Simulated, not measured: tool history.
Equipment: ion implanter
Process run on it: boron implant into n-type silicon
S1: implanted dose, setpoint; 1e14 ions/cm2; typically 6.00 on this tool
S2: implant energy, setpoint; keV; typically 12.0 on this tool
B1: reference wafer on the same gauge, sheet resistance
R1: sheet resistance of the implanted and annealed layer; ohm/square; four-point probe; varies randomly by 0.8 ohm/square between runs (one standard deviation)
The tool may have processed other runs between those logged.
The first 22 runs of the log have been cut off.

run   hour    S1    S2      B1      R1
 23  596.6  6.00   8.0  194.04  219.57
 24  624.8  6.00  16.0  194.30  208.23
 25  649.5  6.00  10.0  193.92  214.97
 26  680.5  7.55  14.0  193.83  173.90
 27  713.9  6.00   9.5  193.99  215.29
 28  743.4  4.69  10.0  193.97  260.86
 29  766.5  6.00  12.0  193.90  210.06
 30  783.0  4.51  15.0  194.16  263.19
 31  814.5  6.77  12.0  194.18  192.54
 32  840.6  7.55  10.0  194.23  180.85
 33  867.1  7.55  10.0  194.14  181.03
 34  899.1  6.00  12.0  193.99  211.03
 35  913.4  6.63  16.0  193.96  191.67

Branching from run 35: 4 alternative next runs. What would each branch give?
  A  913.8  6.00  12.0   ?   ?
  B  913.8  4.96  10.5   ?   ?
  C  913.8  7.65  12.0   ?   ?
  D  913.8  7.41   8.0   ?   ?

run      B1      R1
  A  193.68  210.56
  B  193.68  247.59
  C  193.68  174.67
  D  193.68  189.17
The same runs, with their run-to-run variation unchanged, on a tool lacking any hidden condition would have given:
run      R1
  A  210.56
  B  247.59
  C  174.67
  D  189.17
